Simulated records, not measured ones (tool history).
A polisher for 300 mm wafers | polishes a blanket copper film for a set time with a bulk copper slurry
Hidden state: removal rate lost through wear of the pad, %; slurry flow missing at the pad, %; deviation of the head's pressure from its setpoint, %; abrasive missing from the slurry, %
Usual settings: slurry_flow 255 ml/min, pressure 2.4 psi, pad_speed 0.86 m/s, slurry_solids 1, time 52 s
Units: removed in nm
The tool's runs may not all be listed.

run    hour  slurry_flow  pressure  pad_speed  slurry_solids  time  wafers since the last listed run  wafers polished on this pad  hours since the slurry nozzle was cleaned  hours since the head pressure was calibrated  hours since the slurry blender was calibrated  incoming thickness of the incoming film, nm  removed
  1       0          255       2.4       0.78              1    52                                 0                         1760                                      432.1                                         227.2                                            170                                       2139.3      335
  2    37.4          255       2.4       0.86              1    52                               400                         2160                                      469.5                                         264.6                                          207.4                                       2137.1    364.4
  3      96          255       2.4       0.86              1    52                               627                         2787                                      528.1                                         323.2                                            266                                       2115.8    369.5
  4   190.6          255       2.4       0.86              1    52                              1012                         3800                                      622.7                                         417.8                                          360.6                                       2132.9      365
      232.8  -- slurry nozzle cleaned
  5   298.1          255       2.4       0.86              1    47                              1139                         4940                                       65.3                                         525.3                                          468.1                                       2077.7    352.4
      363.8  -- worn pad replaced by a new one
  6   371.6          235       2.4       0.86              1    52                               743                           83                                      138.8                                         598.8                                          541.6                                       2131.7    389.1
      385.8  -- head pressure recalibrated
        413  -- slurry blender recalibrated
  7   476.4          235       2.4       0.86              1    52                              1078                         1162                                      243.6                                          90.6                                           63.4                                       2091.6    389.3
  8   583.5          235       2.4       0.86              1    52                              1146                         2308                                      350.7                                         197.7                                          170.5                                       2117.4    373.5
  9     640          255       2.4       1.04              1    52                               604                         2913                                      407.2                                         254.2                                            227                                       2117.2    459.9
 10   687.9          255       2.4       1.04              1    52                               512                         3426                                      455.1                                         302.1                                          274.9                                       2143.3    459.3
 11   795.4          255       2.4       0.86              1    52                              1150                         4576                                      562.6                                         409.6                                          382.4                                       2122.5    366.6
      873.8  -- slurry nozzle cleaned
      877.9  -- worn pad replaced by a new one
 12   896.8          205       3.1       0.86            0.7    69                              1031                          202                                         23                                           511                                          483.8                                       2158.8    605.7
 13   935.2          280       2.9       0.86           0.85    65                               410                          613                                       61.4                                         549.4                                          522.2                                       2094.9    578.8
      945.2  -- head pressure recalibrated
        949  -- slurry blender recalibrated
 14  1006.6          255       1.8       0.86              1    52                               721                         1334                                      132.8                                          61.4                                           57.6                                       2096.4    295.9
 15  1050.6          300       2.4       0.86              1    47                               470                         1805                                      176.8                                         105.4                                          101.6                                       2147.1    362.1
 16  1154.6          255       2.4       0.86              1    52                              1113                         2918                                      280.8                                         209.4                                          205.6                                       2116.6    382.5
 17  1220.6          255       2.8       0.86           1.15    52                               706                         3624                                      346.8                                         275.4                                          271.6                                       2091.8    468.8
 18  1266.4          235       2.4       0.86              1    52                               490                         4114                                      392.6                                         321.2                                          317.4                                       2123.7    364.5
 19  1336.6          255       2.4       0.86              1    52                               751                         4866                                      462.8                                         391.4                                          387.6                                       2141.8    372.6
     1386.4  -- slurry nozzle cleaned
 20  1437.6          255       2.4       0.86              1    52                              1070                         5936                                       51.2                                         492.4                                          488.6                                         2124    396.3
     1461.5  -- worn pad replaced by a new one, of another model than before
 21  1491.8          255       2.7       0.86              1    52                               537                          324                                      105.4                                         546.6                                          542.8                                       2119.9    433.8
     1527.8  -- slurry blender recalibrated
 22  1576.5          255       2.4       0.86              1    52                               885                         1209                                      190.1                                         631.3                                           48.7                                       2120.7    392.3
     1602.3  -- head pressure recalibrated
 23    1663          255       2.4       0.86              1    52                               904                         2113                                      276.6                                          60.7                                          135.2                                       2095.4    382.4
 24  1827.3          255       2.4       0.86              1    52                              1758                         3872                                      440.9                                           225                                          299.5                                       2104.3    389.4
 25  1877.2          195       2.4       0.86              1    45                               534                         4406                                      490.8                                         274.9                                          349.4                                         2090    325.7
     1897.9  -- slurry nozzle cleaned
 26  1957.7          220       2.7       0.86           0.75    40                               850                         5256                                       59.8                                         355.4                                          429.9                                       2098.9    305.5
     2001.4  -- worn pad replaced by a new one
 27  2009.2          210       2.4       1.14              1    52                               508                           83                                      111.3                                         406.9                                          481.4                                         2108    473.2
     2070.5  -- slurry blender recalibrated
 28  2077.3          255       2.4       0.86              1    52                               707                          791                                      179.4                                           475                                            6.8                                       2111.2    389.1
 29  2134.9          180       2.4       1.02           1.15    52                               616                         1407                                        237                                         532.6                                           64.4                                       2124.8    447.6
 30    2173          255       3.1        0.6            0.7    52                               407                         1815                                      275.1                                         570.7                                          102.5                                       2108.8      352
     2245.1  -- head pressure recalibrated
 31  2269.1          330       2.4       0.76              1    52                              1007                         2822                                      371.2                                            24                                          198.6                                       2153.8    368.9

Forecast each of these 3 alternatives for the next run:
  A  2269.5          255       2.4       0.86              1    52                                 4                         2826                                      371.6                                          24.4                                            199                                       2092.6        ?
  B  2269.5          295       2.4       1.02              1    52                                 4                         2826                                      371.6                                          24.4                                            199                                       2092.6        ?
  C  2269.5          335       2.4       0.86              1    52                                 4                         2826                                      371.6                                          24.4                                            199                                       2092.6        ?

run  removed
  A    382.7
  B    431.8
  C    390.4
Without the tool's hidden state the same runs would have given:
run  removed
  A    391.4
  B    440.9
  C      398
